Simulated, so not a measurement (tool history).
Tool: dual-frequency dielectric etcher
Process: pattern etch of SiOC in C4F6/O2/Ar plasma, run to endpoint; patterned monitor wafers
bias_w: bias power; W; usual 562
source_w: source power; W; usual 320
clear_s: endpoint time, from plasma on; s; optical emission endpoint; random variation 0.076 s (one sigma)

run   hour  bias_w  source_w  wafers since the last listed run  hours since the last wet clean  hours since the last bias power generator calibration  hours since the last source power generator calibration  hours since the last upper electrode change  incoming incoming film thickness, nm  clear_s
  1    0.0     562       340                                 0                           246.5                                                 4058.9                                                   2567.3                                       2051.9                                 25.23      8.9
  2   31.4     562       320                               612                           277.9                                                 4090.3                                                   2598.7                                       2083.3                                 25.58      9.4
  3   63.7     562       320                               630                           310.2                                                 4122.6                                                   2631.0                                       2115.6                                 25.33      9.3
  4   77.3     562       320                               265                           323.8                                                 4136.2                                                   2644.6                                       2129.2                                 25.47      9.2
  5  104.9     562       320                               538                           351.4                                                 4163.8                                                   2672.2                                       2156.8                                 25.41      9.1
     114.4  -- bias power generator calibrated
  6  134.1     562       320                               491                           380.6                                                   19.7                                                   2701.4                                       2186.0                                 25.48      9.3
  7  165.7     562       260                               616                           412.2                                                   51.3                                                   2733.0                                       2217.6                                 25.86     10.0
  8  180.2     624       320                               283                           426.7                                                   65.8                                                   2747.5                                       2232.1                                 25.49      8.6
  9  215.7     624       320                               692                           462.2                                                  101.3                                                   2783.0                                       2267.6                                 25.40      8.7
 10  233.5     562       320                               347                           480.0                                                  119.1                                                   2800.8                                       2285.4                                 25.21      9.0
 11  251.7     562       320                               355                           498.2                                                  137.3                                                   2819.0                                       2303.6                                 25.57      9.2
     282.7  -- source power generator calibrated
 12  283.2     562       320                               536                           529.7                                                  168.8                                                      0.5                                       2335.1                                 25.39      9.1
 13  309.1     440       380                               505                           555.6                                                  194.7                                                     26.4                                       2361.0                                 25.72      9.5
     348.6  -- wet clean of the chamber
 14  349.1     690       400                               312                             0.5                                                  234.7                                                     66.4                                       2401.0                                 25.18      7.9
 15  366.4     615       320                               337                            17.8                                                  252.0                                                     83.7                                       2418.3                                 25.45      9.3
 16  393.6     609       320                               530                            45.0                                                  279.2                                                    110.9                                       2445.5                                 25.71      9.2
 17  411.3     661       290                               345                            62.7                                                  296.9                                                    128.6                                       2463.2                                 25.47      9.1
 18  423.4     627       370                               236                            74.8                                                  309.0                                                    140.7                                       2475.3                                 25.82      8.8
 19  457.8     562       390                               671                           109.2                                                  343.4                                                    175.1                                       2509.7                                 25.73      8.9
     504.6  -- upper electrode replaced
 20  505.1     562       320                               454                           156.5                                                  390.7                                                    222.4                                          0.5                                 25.56      9.5
 21  513.7     562       320                               167                           165.1                                                  399.3                                                    231.0                                          9.1                                 25.37      9.3
 22  530.4     491       360                               325                           181.8                                                  416.0                                                    247.7                                         25.8                                 25.60      9.5
 23  557.4     495       350                               526                           208.8                                                  443.0                                                    274.7                                         52.8                                 25.56      9.6
 24  592.8     562       320                               690                           244.2                                                  478.4                                                    310.1                                         88.2                                 25.61      9.3
 25  621.6     613       280                               562                           273.0                                                  507.2                                                    338.9                                        117.0                                 25.57      9.5
 26  650.1     516       370                               556                           301.5                                                  535.7                                                    367.4                                        145.5                                 25.37      9.0
 27  726.2     428       240                              1485                           377.6                                                  611.8                                                    443.5                                        221.6                                 25.39     11.3
 28  738.2     443       280                               234                           389.6                                                  623.8                                                    455.5                                        233.6                                 25.25     10.6
 29  751.5     562       320                               259                           402.9                                                  637.1                                                    468.8                                        246.9                                 25.63      9.1
 30  782.6     562       320                               607                           434.0                                                  668.2                                                    499.9                                        278.0                                 25.25      9.1
 31  812.9     614       350                               591                           464.3                                                  698.5                                                    530.2                                        308.3                                 25.29      8.6
     856.8  -- wet clean of the chamber
 32  857.3     623       360                               398                             0.5                                                  742.9                                                    574.6                                        352.7                                 25.51      8.8
 33  857.7     600       380                                 7                             0.9                                                  743.3                                                    575.0                                        353.1                                 25.28      8.7
 34  886.6     700       280                               564                            29.8                                                  772.2                                                    603.9                                        382.0                                 25.67      9.1
 35  904.4     694       290                               347                            47.6                                                  790.0                                                    621.7                                        399.8                                 25.38      9.0
 36  935.9     509       370                               614                            79.1                                                  821.5                                                    653.2                                        431.3                                 25.50      9.2

Some steps in clear_s between neighbouring runs. How much of each would the tool show without its hidden state too (settings, what came in, random variation), and how much is left for the hidden state, with any gauge scatter that isn't in both results?
The hidden state here: etch rate over this chamber's usual, %; bias power that arrives over what is set, %; source power that arrives over what is set, %.
Run 5 -> 6: bias power generator calibrated. clear_s +0.2 s: hidden state -0.1, all else +0.3.
Run 13 -> 14: bias_w 440 -> 690, source_w 380 -> 400, wet clean of the chamber. clear_s -1.6 s: hidden state +0.4, all else -2.0.
Run 26 -> 27: bias_w 516 -> 428, source_w 370 -> 240. clear_s +2.3 s: hidden state -0.1, all else +2.4.
Run 28 -> 29: bias_w 443 -> 562, source_w 280 -> 320. clear_s -1.5 s: hidden state +0.0, all else -1.5.
Run 31 -> 32: bias_w 614 -> 623, source_w 350 -> 360, wet clean of the chamber. clear_s +0.2 s: hidden state +0.2, all else +0.0.
